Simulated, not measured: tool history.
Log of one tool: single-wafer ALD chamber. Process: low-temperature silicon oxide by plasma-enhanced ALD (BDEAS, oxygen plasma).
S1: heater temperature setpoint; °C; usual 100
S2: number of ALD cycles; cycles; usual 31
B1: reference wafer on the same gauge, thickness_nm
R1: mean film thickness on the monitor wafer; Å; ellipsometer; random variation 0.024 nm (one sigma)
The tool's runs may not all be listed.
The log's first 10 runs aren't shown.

run    hour   S1  S2     B1     R1
 11   753.6  100  31  3.913  48.24
      800.9  -- thermocouple changed; heater temperature recalibrated
 12   807.8  100  34  3.918  52.85
 13   887.2  100  31  3.923  48.76
 14   949.6  100  31  3.921  48.71
 15  1042.9   94  31  3.928  49.92
 16  1137.4   95  26  3.931  41.28
 17  1200.5  105  35  3.936  54.41
 18  1268.3   92  28  3.931  45.43
 19  1373.2  107  33  3.946  51.08
 20  1436.1   93  36  3.938  58.38
 21  1657.3   91  29  3.953  47.08
 22  1703.7  100  36  3.953  56.86
 23  1787.1  100  31  3.954  49.45
 24  1863.8  106  31  3.963  48.55
     1912.5  -- thermocouple changed; heater temperature recalibrated
 25  1930.6   87  35  3.964  58.08
 26  2001.6  100  31  3.971  49.23
 27  2081.9  100  31  3.968  49.48
     2119.7  -- gauge calibrated
 28  2163.7   86  36  3.896  58.66
 29  2254.2  100  31  3.899  48.35
 30  2346.6  100  31  3.905  48.23
 31  2667.9   88  28  3.914  46.27

4 ways to go on from here, each from the tool as it stands after run 31. What would each give?
  A  2668.4  100  31   ?   ?
  B  2668.4  110  28   ?   ?
  C  2668.4   92  31   ?   ?
  D  2668.4   95  31   ?   ?

run     B1     R1
  A  3.913  48.36
  B  3.913  42.84
  C  3.913  49.87
  D  3.913   49.3
Without the tool's hidden state the same runs would have given:
run     R1
  A  48.04
  B  42.55
  C  49.54
  D  48.98
